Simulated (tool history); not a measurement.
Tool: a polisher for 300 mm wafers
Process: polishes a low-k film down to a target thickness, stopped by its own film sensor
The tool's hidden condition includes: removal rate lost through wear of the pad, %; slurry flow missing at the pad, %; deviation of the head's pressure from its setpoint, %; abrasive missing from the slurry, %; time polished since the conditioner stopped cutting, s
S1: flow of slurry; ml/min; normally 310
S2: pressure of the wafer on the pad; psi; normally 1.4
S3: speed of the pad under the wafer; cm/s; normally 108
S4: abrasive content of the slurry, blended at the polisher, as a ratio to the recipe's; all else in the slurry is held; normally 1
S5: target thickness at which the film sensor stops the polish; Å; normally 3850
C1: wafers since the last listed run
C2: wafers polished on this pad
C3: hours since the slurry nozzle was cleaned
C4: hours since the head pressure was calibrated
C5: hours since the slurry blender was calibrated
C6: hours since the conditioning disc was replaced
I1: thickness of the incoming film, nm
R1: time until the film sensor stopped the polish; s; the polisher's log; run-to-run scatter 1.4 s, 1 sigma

run    hour   S1   S2   S3   S4    S5    C1    C2     C3     C4     C5     C6     I1     R1
  1       0  310  1.4  108    1  3850     0  3619  269.6  465.2  352.7  195.5  413.8  118.5
       38.9  -- head pressure recalibrated
  2    39.4  310  1.4  108    1  3790   277  3896    309    0.5  392.1  234.9  404.1  105.8
       57.8  -- worn pad replaced by a new one
  3      95  310  1.5  108    1  3850   382   275  364.6   56.1  447.7  290.5  402.8   61.5
  4     146  310  1.5  108    1  3850   377   653  415.6  107.1  498.7  341.5  413.6  101.3
      184.7  -- slurry blender recalibrated
      225.1  -- conditioning disc replaced and pad reconditioned
  5   239.1  310  1.5  108    1  3850   660  1313  508.7  200.2   54.4     14  410.2   78.5
  6   278.8  240  1.4  108    1  3850   294  1607  548.4  239.9   94.1   53.7  409.3   83.4
      381.7  -- slurry nozzle cleaned
  7   385.2  240  1.4  108    1  3850   780  2388    3.5  346.3  200.5  160.1  408.6   90.3
  8   463.9  240  1.4  108    1  3850   582  2971   82.2    425  279.2  238.8  408.2   97.2
      502.1  -- head pressure recalibrated
      531.7  -- worn pad replaced by a new one
  9   553.3  310  1.2  108    1  3810   617   160  171.6   51.2  368.6  328.2  411.2  132.8
 10     651  310  1.2  108    1  3810   723   883  269.3  148.9  466.3  425.9    403   99.1
      694.5  -- conditioning disc replaced and pad reconditioned
 11   696.7  310  1.4  108    1  3850   323  1207    315  194.6    512    2.2  417.7  107.4
      708.3  -- slurry blender recalibrated
 12   789.9  395  1.4   94    1  3850   675  1883  408.2  287.8   81.6   95.4  405.3   78.4
 13   894.1  310  1.4  108    1  3850   771  2655  512.4    392  185.8  199.6  413.4  115.7
      968.3  -- head pressure recalibrated
 14   978.3  310  1.5  108    1  3850   608  3263  596.6     10    270  283.8  414.4  118.7
       1045  -- slurry nozzle cleaned
 15  1065.3  310  1.4  108    1  3850   637  3901   20.3     97    357  370.8  404.1   87.6
     1076.8  -- worn pad replaced by a new one
 16  1103.7  310  1.4  108    1  3850   254   199   58.7  135.4  395.4  409.2  415.8    123
     1119.8  -- conditioning disc replaced and pad reconditioned
     1195.5  -- slurry blender recalibrated
 17  1341.3  350  1.4   74  0.8  3900  1730  1929  296.3    373  145.8  221.5  410.6  101.9
     1402.4  -- head pressure recalibrated
 18  1420.7  310  1.4  108    1  3850   573  2503  375.7   18.3  225.2  300.9  409.1   94.1

Run 19, settings as shown, results not yet in. Your forecast:
 19  1474.8  265  1.1  108   1  3850  400  2904  429.8  72.4  279.3  355  406.6   ?

Run 19 came out at R1 113.5 s.
On a tool with no hidden condition, and with the same random variation, this run would have come out at R1 87.8 s.

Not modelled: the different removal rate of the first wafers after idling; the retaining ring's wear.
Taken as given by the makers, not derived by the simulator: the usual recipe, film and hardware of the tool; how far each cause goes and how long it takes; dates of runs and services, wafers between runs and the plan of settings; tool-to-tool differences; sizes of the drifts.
